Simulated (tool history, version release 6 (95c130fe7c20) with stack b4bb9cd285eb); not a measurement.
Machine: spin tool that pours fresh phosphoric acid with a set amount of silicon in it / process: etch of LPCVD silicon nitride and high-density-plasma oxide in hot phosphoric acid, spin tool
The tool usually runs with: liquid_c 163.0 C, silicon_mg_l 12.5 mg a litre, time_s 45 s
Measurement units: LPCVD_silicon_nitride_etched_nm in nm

run	day	liquid_c	silicon_mg_l	time_s	read-back film thickness of the LPCVD silicon nitride reference wafer, read on the same gauge (nm)	LPCVD_silicon_nitride_etched_nm
1	0.000	163.0	12.5	45	89.993	4.223
2	2.217	163.0	12.5	45	89.993	4.260
3	4.512	163.0	12.5	45	89.985	4.235
4	12.812	163.0	12.5	45	89.992	4.305
# day 13.417: dissolved silicon flow meter replaced
5	16.050	163.0	12.5	45	90.012	4.216
6	18.542	164.5	19.0	45	89.976	4.410
7	21.267	164.5	19.0	45	89.990	4.473
8	23.417	163.0	12.5	45	89.985	4.234

What does the tool deliver on the next run?
9	25.083	163.0	12.5	45	?	?

Logged for run 9: read-back film thickness of the LPCVD silicon nitride reference wafer, read on the same gauge (nm) 90.008, LPCVD_silicon_nitride_etched_nm 4.227 nm.
With the hidden condition absent and the run-to-run variation left alone, this run would have shown LPCVD_silicon_nitride_etched_nm 4.227 nm.
